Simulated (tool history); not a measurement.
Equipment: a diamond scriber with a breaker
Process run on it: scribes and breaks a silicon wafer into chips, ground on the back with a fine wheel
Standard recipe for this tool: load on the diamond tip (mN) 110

run	hour	load on the diamond tip (mN)	incoming depth of the damage left on the back of the incoming wafer, um	depth of the median crack under the scribed line (um)	chips rejected at inspection after the break (%)
1	0.0	124	2.28	11.11	2.26
2	31.4	110	2.17	10.01	2.77
3	51.5	110	1.68	10.11	2.44
4	72.1	110	2.06	9.98	2.89
5	101.2	129	1.73	11.39	3.13
6	122.2	129	2.02	11.35	3.18
7	144.5	110	2.96	9.90	4.38
8	165.6	120	1.97	10.74	1.49
9	190.1	103	2.86	9.42	8.68
10	203.1	103	2.65	9.34	7.79
# hour 205.6: load on the tip recalibrated
11	219.9	103	1.70	9.45	6.24
12	231.9	89	2.76	8.25	22.16
13	265.9	110	2.52	9.89	3.58
14	289.7	84	1.61	7.87	28.51
15	310.6	127	2.88	11.01	3.62
16	325.6	83	1.82	7.91	30.83
17	343.4	103	1.59	9.45	6.25
18	356.5	110	2.10	9.92	2.99
# hour 363.0: diamond tip replaced by a new one
19	374.9	139	2.44	12.75	13.50
20	397.0	131	1.77	11.99	7.33
21	446.8	110	2.42	10.22	2.18
22	471.7	95	1.76	9.35	9.09
23	488.0	103	2.50	9.63	4.72
24	523.3	130	2.06	11.64	5.62
25	551.0	140	2.23	12.48	10.30
26	566.5	132	2.45	11.68	5.99

Below are 5 alternative next runs, each starting from the tool's condition after run 26. Predict each:
A	567.1	110	2.11	?	?
B	567.1	82	2.11	?	?
C	567.1	81	2.11	?	?
D	567.1	136	2.11	?	?
E	567.1	138	2.11	?	?

run	depth of the median crack under the scribed line (um)	chips rejected at inspection after the break (%)
A	10.14	2.00
B	7.94	26.95
C	7.85	28.62
D	11.99	7.65
E	12.13	8.71
Stripped of hidden state, with their random variation kept, the same runs would have yielded:
run	depth of the median crack under the scribed line (um)	chips rejected at inspection after the break (%)
A	10.49	1.52
B	8.21	21.85
C	8.12	23.43
D	12.40	11.03
E	12.55	12.30

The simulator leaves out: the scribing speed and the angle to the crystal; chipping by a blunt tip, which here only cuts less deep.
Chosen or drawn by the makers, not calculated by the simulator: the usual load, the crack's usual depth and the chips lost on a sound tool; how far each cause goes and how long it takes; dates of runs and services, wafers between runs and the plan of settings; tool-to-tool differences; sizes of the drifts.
